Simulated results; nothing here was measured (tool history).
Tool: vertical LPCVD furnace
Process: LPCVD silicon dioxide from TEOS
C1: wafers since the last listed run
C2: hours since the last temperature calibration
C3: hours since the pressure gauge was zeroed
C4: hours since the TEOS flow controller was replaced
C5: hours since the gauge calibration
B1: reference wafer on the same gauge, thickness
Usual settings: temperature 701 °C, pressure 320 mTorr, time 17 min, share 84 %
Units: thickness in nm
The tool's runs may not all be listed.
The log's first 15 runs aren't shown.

-- day=13.35 gauge calibrated
run 16 day=14.096 | temperature=701 pressure=260 time=21.5 share=84 | C1=492 C2=93.4 C3=273.1 C4=5641.7 C5=17.9 | B1=146.1 | thickness=177.83
run 17 day=14.862 | temperature=697 pressure=360 time=13 share=97 | C1=308 C2=111.8 C3=291.5 C4=5660.1 C5=36.3 | B1=145.97 | thickness=123.69
run 18 day=15.408 | temperature=712 pressure=320 time=23 share=70 | C1=219 C2=124.9 C3=304.6 C4=5673.2 C5=49.4 | B1=146.04 | thickness=248.49
run 19 day=16.242 | temperature=694 pressure=270 time=20.5 share=80 | C1=335 C2=144.9 C3=324.6 C4=5693.2 C5=69.4 | B1=146.14 | thickness=143.22
run 20 day=17.25 | temperature=701 pressure=320 time=17 share=84 | C1=405 C2=169.1 C3=348.8 C4=5717.4 C5=93.6 | B1=145.94 | thickness=156.86
run 21 day=17.788 | temperature=701 pressure=265 time=17 share=84 | C1=216 C2=182 C3=361.7 C4=5730.3 C5=106.5 | B1=146.04 | thickness=142.43
run 22 day=18.333 | temperature=701 pressure=320 time=17 share=84 | C1=219 C2=195.1 C3=374.8 C4=5743.4 C5=119.6 | B1=145.88 | thickness=156.95
run 23 day=19.683 | temperature=701 pressure=290 time=14.5 share=80 | C1=543 C2=227.5 C3=407.2 C4=5775.8 C5=152 | B1=145.99 | thickness=124.11
-- day=21.096 TEOS flow controller replaced
run 24 day=21.117 | temperature=701 pressure=320 time=17 share=84 | C1=174 C2=261.9 C3=441.6 C4=0.5 C5=186.4 | B1=146.03 | thickness=155.87
run 25 day=21.875 | temperature=701 pressure=320 time=17 share=84 | C1=305 C2=280.1 C3=459.8 C4=18.7 C5=204.6 | B1=146.02 | thickness=156.36
run 26 day=23.054 | temperature=701 pressure=320 time=17 share=84 | C1=474 C2=308.4 C3=488.1 C4=47 C5=232.9 | B1=145.85 | thickness=156.88
run 27 day=25.954 | temperature=701 pressure=320 time=17 share=84 | C1=1166 C2=378 C3=557.7 C4=116.6 C5=302.5 | B1=146.02 | thickness=156.9
run 28 day=27.296 | temperature=701 pressure=320 time=12 share=69 | C1=539 C2=410.2 C3=589.9 C4=148.8 C5=334.7 | B1=145.85 | thickness=100.61
run 29 day=28.188 | temperature=701 pressure=365 time=22.5 share=73 | C1=358 C2=431.6 C3=611.3 C4=170.2 C5=356.1 | B1=146.02 | thickness=207.36
run 30 day=29.404 | temperature=692 pressure=390 time=20 share=74 | C1=489 C2=460.8 C3=640.5 C4=199.4 C5=385.3 | B1=146.02 | thickness=154.93
run 31 day=29.946 | temperature=706 pressure=270 time=15.5 share=70 | C1=217 C2=473.8 C3=653.5 C4=212.4 C5=398.3 | B1=146.17 | thickness=135.3
run 32 day=31.042 | temperature=712 pressure=275 time=12 share=97 | C1=440 C2=500.1 C3=679.8 C4=238.7 C5=424.6 | B1=146.18 | thickness=142.71

3 ways to go on from here, each from the tool as it stands after run 32. What would each give?
run A day=31.208 | temperature=701 pressure=320 time=17 share=77 | C1=67 C2=504.1 C3=683.8 C4=242.7 C5=428.6 | B1=? | thickness=?
run B day=31.208 | temperature=689 pressure=290 time=20 share=92 | C1=67 C2=504.1 C3=683.8 C4=242.7 C5=428.6 | B1=? | thickness=?
run C day=31.208 | temperature=690 pressure=345 time=23.5 share=75 | C1=67 C2=504.1 C3=683.8 C4=242.7 C5=428.6 | B1=? | thickness=?

run=A B1=146.01 thickness=150.69
run=B B1=146.01 thickness=139.27
run=C B1=146.01 thickness=164.81
Without the tool's hidden state the same runs would have given:
run=A thickness=148.82
run=B thickness=137.41
run=C thickness=162.83
